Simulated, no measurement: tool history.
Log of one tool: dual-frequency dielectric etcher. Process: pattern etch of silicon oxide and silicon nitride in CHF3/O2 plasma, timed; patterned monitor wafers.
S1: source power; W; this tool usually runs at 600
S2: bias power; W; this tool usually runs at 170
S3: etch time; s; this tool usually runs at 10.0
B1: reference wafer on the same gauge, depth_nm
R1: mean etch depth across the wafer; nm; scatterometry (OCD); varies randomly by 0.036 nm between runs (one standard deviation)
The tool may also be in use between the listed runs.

| run | hour | S1 | S2 | S3 | B1 | R1 |
|---|---|---|---|---|---|---|
| 1 | 0.0 | 600 | 170 | 10.0 | 19.19 | 15.73 |
| 2 | 94.2 | 600 | 170 | 10.0 | 19.18 | 15.58 |
| 3 | 136.5 | 600 | 170 | 11.5 | 19.18 | 17.95 |
| 4 | 186.7 | 600 | 170 | 11.5 | 19.20 | 17.95 |
|  | 237.0 | wet clean of the chamber |
| 5 | 253.6 | 600 | 170 | 10.0 | 19.18 | 15.93 |
| 6 | 336.2 | 600 | 170 | 10.0 | 19.19 | 15.80 |
| 7 | 375.0 | 600 | 170 | 10.0 | 19.18 | 15.80 |
| 8 | 478.5 | 520 | 180 | 10.0 | 19.18 | 15.36 |
|  | 579.7 | upper electrode replaced |
| 9 | 580.2 | 520 | 180 | 10.0 | 19.17 | 15.25 |
| 10 | 603.1 | 600 | 170 | 8.5 | 19.21 | 13.34 |
| 11 | 650.5 | 600 | 170 | 8.5 | 19.22 | 13.19 |
| 12 | 730.8 | 600 | 170 | 10.0 | 19.22 | 15.56 |
|  | 785.5 | wet clean of the chamber |
| 13 | 824.3 | 600 | 170 | 10.0 | 19.21 | 15.98 |
| 14 | 878.1 | 600 | 170 | 10.0 | 19.22 | 15.86 |
|  | 952.3 | bias power generator calibrated |
| 15 | 967.5 | 600 | 170 | 11.5 | 19.20 | 18.52 |
| 16 | 1041.4 | 600 | 146 | 10.0 | 19.22 | 15.10 |
| 17 | 1098.8 | 600 | 170 | 10.0 | 19.21 | 15.97 |
| 18 | 1152.0 | 710 | 148 | 10.0 | 19.21 | 15.92 |
|  | 1169.6 | gauge calibrated |
| 19 | 1218.0 | 670 | 186 | 10.0 | 19.22 | 17.07 |
| 20 | 1274.4 | 600 | 170 | 10.0 | 19.19 | 15.89 |
|  | 1337.4 | wet clean of the chamber |
|  | 1352.3 | source power generator calibrated |
| 21 | 1377.0 | 600 | 195 | 10.0 | 19.18 | 17.11 |
| 22 | 1425.7 | 600 | 170 | 12.0 | 19.20 | 19.35 |
| 23 | 1510.2 | 600 | 170 | 10.0 | 19.18 | 16.05 |
| 24 | 1552.9 | 600 | 170 | 10.0 | 19.19 | 16.02 |
| 25 | 1639.6 | 520 | 211 | 12.0 | 19.20 | 19.87 |
| 26 | 1705.0 | 600 | 170 | 10.0 | 19.19 | 15.93 |
| 27 | 1741.9 | 730 | 137 | 11.0 | 19.21 | 17.13 |
| 28 | 1798.7 | 550 | 188 | 11.0 | 19.21 | 17.61 |
| 29 | 1841.8 | 710 | 185 | 11.0 | 19.20 | 19.07 |

State the hidden condition of the tool at each of the runs:
source power that arrives over what is set, %: 0 at every run
gauge reads high (%): 0 at every run
H1: etch rate over this chamber's usual, %
H2: bias power that arrives over what is set, %
| run | H1 | H2 |
|---|---|---|
| 1 | -1.72 | -2.82 |
| 2 | -2.11 | -2.96 |
| 3 | -2.28 | -3.02 |
| 4 | -2.49 | -3.09 |
| 5 | -0.639 | -3.19 |
| 6 | -0.98 | -3.3 |
| 7 | -1.14 | -3.36 |
| 8 | -1.57 | -3.51 |
| 9 | -1.99 | -3.65 |
| 10 | -2.08 | -3.68 |
| 11 | -2.28 | -3.75 |
| 12 | -2.61 | -3.87 |
| 13 | -0.0822 | -4 |
| 14 | -0.304 | -4.08 |
| 15 | -0.673 | 0.654 |
| 16 | -0.978 | 0.549 |
| 17 | -1.22 | 0.467 |
| 18 | -1.43 | 0.391 |
| 19 | -1.71 | 0.297 |
| 20 | -1.94 | 0.216 |
| 21 | -0.271 | 0.07 |
| 22 | -0.472 | 0.000502 |
| 23 | -0.821 | -0.12 |
| 24 | -0.997 | -0.181 |
| 25 | -1.36 | -0.305 |
| 26 | -1.63 | -0.398 |
| 27 | -1.78 | -0.45 |
| 28 | -2.01 | -0.531 |
| 29 | -2.19 | -0.593 |

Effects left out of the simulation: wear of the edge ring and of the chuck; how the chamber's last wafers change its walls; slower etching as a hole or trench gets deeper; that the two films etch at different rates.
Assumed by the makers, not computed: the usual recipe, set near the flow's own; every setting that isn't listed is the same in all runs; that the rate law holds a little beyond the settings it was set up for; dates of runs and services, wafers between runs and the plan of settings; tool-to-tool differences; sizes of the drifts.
